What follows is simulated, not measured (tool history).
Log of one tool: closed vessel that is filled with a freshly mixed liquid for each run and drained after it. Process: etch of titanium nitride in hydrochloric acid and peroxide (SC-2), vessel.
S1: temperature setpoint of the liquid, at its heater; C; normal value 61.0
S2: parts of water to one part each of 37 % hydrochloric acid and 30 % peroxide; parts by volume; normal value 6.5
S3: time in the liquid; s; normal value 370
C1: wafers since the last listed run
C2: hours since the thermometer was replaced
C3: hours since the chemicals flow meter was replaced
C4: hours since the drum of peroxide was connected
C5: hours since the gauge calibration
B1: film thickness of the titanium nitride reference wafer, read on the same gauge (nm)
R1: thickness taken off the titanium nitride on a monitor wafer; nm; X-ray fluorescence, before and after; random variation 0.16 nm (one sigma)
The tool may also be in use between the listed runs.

Run 1, day 0.000: usual settings; C1 0; C2 593.0; C3 454.4; C4 251.6; C5 619.4; B1 109.98. Result: R1 26.41 nm.
Run 2, day 2.625: usual settings; C1 3697; C2 656.0; C3 517.4; C4 314.6; C5 682.4; B1 109.99. Result: R1 26.29 nm.
At day 2.721: chemicals flow meter replaced.
Run 3, day 5.692: usual settings; C1 4260; C2 729.6; C3 71.3; C4 388.2; C5 756.0; B1 109.99. Result: R1 26.11 nm.
Run 4, day 7.679: usual settings; C1 2799; C2 777.3; C3 119.0; C4 435.9; C5 803.7; B1 110.02. Result: R1 25.83 nm.
Run 5, day 9.900: usual settings; C1 3127; C2 830.6; C3 172.3; C4 489.2; C5 857.0; B1 109.99. Result: R1 25.74 nm.
Run 6, day 12.850: usual settings; C1 4154; C2 901.4; C3 243.1; C4 560.0; C5 927.8; B1 109.97. Result: R1 25.93 nm.
Run 7, day 14.996: usual settings; C1 3022; C2 952.9; C3 294.6; C4 611.5; C5 979.3; B1 109.98. Result: R1 25.69 nm.
Run 8, day 19.271: usual settings but S2 8.0 parts by volume; C1 6021; C2 1055.5; C3 397.2; C4 714.1; C5 1081.9; B1 109.97. Result: R1 21.67 nm.
Run 9, day 21.358: usual settings; C1 2940; C2 1105.6; C3 447.3; C4 764.2; C5 1132.0; B1 109.99. Result: R1 25.31 nm.
At day 21.608: thermometer replaced.
Run 10, day 23.067: usual settings; C1 2347; C2 35.0; C3 488.3; C4 805.2; C5 1173.0; B1 110.03. Result: R1 25.40 nm.
Run 11, day 25.200: usual settings but S1 57.0 C, S3 460 s; C1 3004; C2 86.2; C3 539.5; C4 856.4; C5 1224.2; B1 109.97. Result: R1 24.50 nm.
At day 25.879: chemicals flow meter replaced.
Run 12, day 26.838: usual settings but S2 7.5 parts by volume, S3 490 s; C1 2247; C2 125.5; C3 23.0; C4 895.7; C5 1263.5; B1 110.00. Result: R1 29.98 nm.
Run 13, day 28.012: usual settings; C1 1654; C2 153.7; C3 51.2; C4 923.9; C5 1291.7; B1 110.02. Result: R1 25.15 nm.
At day 28.783: gauge calibrated.
Run 14, day 29.700: usual settings but S1 66.5 C, S2 4.5 parts by volume, S3 175 s; C1 2376; C2 194.2; C3 91.7; C4 964.4; C5 22.0; B1 110.05. Result: R1 21.73 nm.
Run 15, day 31.688: usual settings but S1 70.5 C, S3 425 s; C1 2799; C2 241.9; C3 139.4; C4 1012.1; C5 69.7; B1 109.98. Result: R1 51.40 nm.
Run 16, day 33.546: usual settings; C1 2617; C2 286.5; C3 184.0; C4 1056.7; C5 114.3; B1 110.00. Result: R1 25.24 nm.
At day 35.875: new drum of peroxide connected.
Run 17, day 36.225: usual settings but S1 57.5 C, S3 310 s; C1 3714; C2 350.8; C3 248.3; C4 8.4; C5 178.6; B1 109.99. Result: R1 17.80 nm.
Run 18, day 38.571: usual settings; C1 3304; C2 407.1; C3 304.6; C4 64.7; C5 234.9; B1 109.97. Result: R1 26.70 nm.
Run 19, day 40.221: usual settings; C1 2323; C2 446.7; C3 344.2; C4 104.3; C5 274.5; B1 110.02. Result: R1 26.64 nm.
Run 20, day 42.596: usual settings but S2 9.0 parts by volume, S3 490 s; C1 3345; C2 503.7; C3 401.2; C4 161.3; C5 331.5; B1 109.99. Result: R1 27.12 nm.
Run 21, day 44.333: usual settings but S2 7.5 parts by volume, S3 215 s; C1 2447; C2 545.4; C3 442.9; C4 203.0; C5 373.2; B1 110.00. Result: R1 13.72 nm.
Run 22, day 47.258: usual settings; C1 4119; C2 615.6; C3 513.1; C4 273.2; C5 443.4; B1 109.97. Result: R1 26.28 nm.
At day 48.629: chemicals flow meter replaced.
Run 23, day 50.050: usual settings but S1 54.5 C, S2 9.0 parts by volume, S3 460 s; C1 3873; C2 682.6; C3 34.1; C4 340.2; C5 510.4; B1 109.99. Result: R1 16.45 nm.
Run 24, day 51.554: usual settings but S2 4.5 parts by volume, S3 525 s; C1 2118; C2 718.7; C3 70.2; C4 376.3; C5 546.5; B1 110.02. Result: R1 48.39 nm.
Run 25, day 52.571: usual settings; C1 1431; C2 743.1; C3 94.6; C4 400.7; C5 570.9; B1 110.03. Result: R1 26.09 nm.
Run 26, day 54.371: usual settings; C1 2535; C2 786.3; C3 137.8; C4 443.9; C5 614.1; B1 109.98. Result: R1 26.07 nm.
Run 27, day 56.492: usual settings but S3 440 s; C1 2987; C2 837.2; C3 188.7; C4 494.8; C5 665.0; B1 110.02. Result: R1 30.84 nm.
Run 28, day 58.058: usual settings but S2 5.0 parts by volume; C1 2206; C2 874.8; C3 226.3; C4 532.4; C5 702.6; B1 110.02. Result: R1 31.26 nm.
Run 29, day 66.917: usual settings but S1 57.5 C, S3 195 s; C1 12476; C2 1087.4; C3 438.9; C4 745.0; C5 915.2; B1 110.00. Result: R1 10.81 nm.

What if the next run were any one of these 4? Each begins from the tool's condition after run 29:
Run A, day 66.950: usual settings but S3 165 s; C1 46; C2 1088.2; C3 439.7; C4 745.8; C5 916.0; B1 ?. Result: R1 ?.
Run B, day 66.950: usual settings but S1 54.5 C, S3 580 s; C1 46; C2 1088.2; C3 439.7; C4 745.8; C5 916.0; B1 ?. Result: R1 ?.
Run C, day 66.950: usual settings but S2 4.0 parts by volume; C1 46; C2 1088.2; C3 439.7; C4 745.8; C5 916.0; B1 ?. Result: R1 ?.
Run D, day 66.950: usual settings but S1 64.5 C, S3 475 s; C1 46; C2 1088.2; C3 439.7; C4 745.8; C5 916.0; B1 ?. Result: R1 ?.

run      B1     R1
  A  110.01  11.38
  B  110.01  26.46
  C  110.01  36.25
  D  110.01  40.66
Stripped of hidden state, with their random variation kept, the same runs would have yielded:
run     R1
  A  11.97
  B  27.84
  C  38.03
  D  42.77
